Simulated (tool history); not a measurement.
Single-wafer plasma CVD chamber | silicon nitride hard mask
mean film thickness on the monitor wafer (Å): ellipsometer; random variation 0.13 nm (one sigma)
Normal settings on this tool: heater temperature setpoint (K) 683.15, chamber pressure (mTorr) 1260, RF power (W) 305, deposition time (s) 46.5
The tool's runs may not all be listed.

run     day  heater temperature setpoint (K)  chamber pressure (mTorr)  RF power (W)  deposition time (s)  read-back reference wafer on the same gauge, thickness_nm  mean film thickness on the monitor wafer (Å)
  1   0.000                           683.15                      1260           290                 46.5                                                     62.423                                        505.80
  2   0.362                           683.15                      1260           290                 46.5                                                     62.433                                        504.24
  3   0.679                           683.15                      1260           305                 46.5                                                     62.420                                        518.75
  4   0.929                           683.15                      1260           305                 46.5                                                     62.385                                        517.70
  5   1.262                           683.15                      1260           305                 46.5                                                     62.400                                        516.79
  6   1.588                           675.15                      1260           305                 46.5                                                     62.364                                        516.22
  7   1.983                           678.15                      1260           305                 46.5                                                     62.362                                        517.10
  8   2.683                           678.15                      1260           305                 46.5                                                     62.366                                        517.15
  9   3.129                           683.15                      1260           305                 46.5                                                     62.411                                        515.90
 10   3.388                           683.15                      1260           280                 46.5                                                     62.383                                        494.00
 11   3.721                           683.15                      1260           305                 49.3                                                     62.436                                        543.86
 12   5.242                           683.15                      1260           305                 49.3                                                     62.385                                        546.05
 13   5.883                           683.15                      1260           305                 49.3                                                     62.437                                        546.70
      7.367  -- showerhead replaced
      7.508  -- RF generator calibrated
      7.638  -- capacitance manometer re-zeroed and calibrated
      7.854  -- thermocouple changed; heater temperature recalibrated
 14   7.875                           683.15                      1260           345                 46.5                                                     62.405                                        536.05
      7.912  -- gauge calibrated
 15   7.979                           683.15                      1260           305                 46.5                                                     62.393                                        505.45
 16   8.262                           690.15                      1370           355                 46.5                                                     62.404                                        559.21
 17   9.008                           683.15                      1260           275                 48.9                                                     62.392                                        504.13
      9.675  -- RF generator calibrated, repeated, since the last time left the tool worse
 18   9.696                           678.15                      1260           305                 46.5                                                     62.349                                        530.84
 19  10.121                           683.15                      1260           305                 46.5                                                     62.401                                        529.33
 20  10.629                           668.15                      1560           330                 38.4                                                     62.335                                        494.65
 21  11.025                           683.15                      1260           280                 46.5                                                     62.400                                        506.34
 22  11.625                           679.15                      1070           360                 43.6                                                     62.475                                        495.42
 23  12.029                           679.15                      1450           350                 46.5                                                     62.404                                        597.38
 24  12.296                           683.15                      1260           350                 54.8                                                     62.399                                        664.77
 25  12.883                           688.15                      1260           305                 46.5                                                     62.398                                        526.76
 26  13.138                           688.15                      1390           305                 46.5                                                     62.422                                        549.11
 27  13.821                           683.15                      1260           305                 50.4                                                     62.419                                        571.79
 28  14.358                           683.15                      1260           305                 46.5                                                     62.424                                        525.25

Each row is a separate what-if for the run after 28, all from the same tool condition, not one after another. Results?
  A  14.375                           683.15                       950           305                 46.5                                                          ?                                             ?
  B  14.375                           676.15                      1070           255                 42.5                                                          ?                                             ?
  C  14.375                           683.15                      1440           305                 39.8                                                          ?                                             ?
  D  14.375                           670.15                      1260           330                 46.5                                                          ?                                             ?

run  read-back reference wafer on the same gauge, thickness_nm  mean film thickness on the monitor wafer (Å)
  A                                                     62.378                                        457.57
  B                                                     62.378                                        411.70
  C                                                     62.378                                        475.54
  D                                                     62.378                                        549.53
Stripped of hidden state, with their random variation kept, the same runs would have yielded:
run  mean film thickness on the monitor wafer (Å)
  A                                        459.84
  B                                        413.89
  C                                        477.90
  D                                        552.25

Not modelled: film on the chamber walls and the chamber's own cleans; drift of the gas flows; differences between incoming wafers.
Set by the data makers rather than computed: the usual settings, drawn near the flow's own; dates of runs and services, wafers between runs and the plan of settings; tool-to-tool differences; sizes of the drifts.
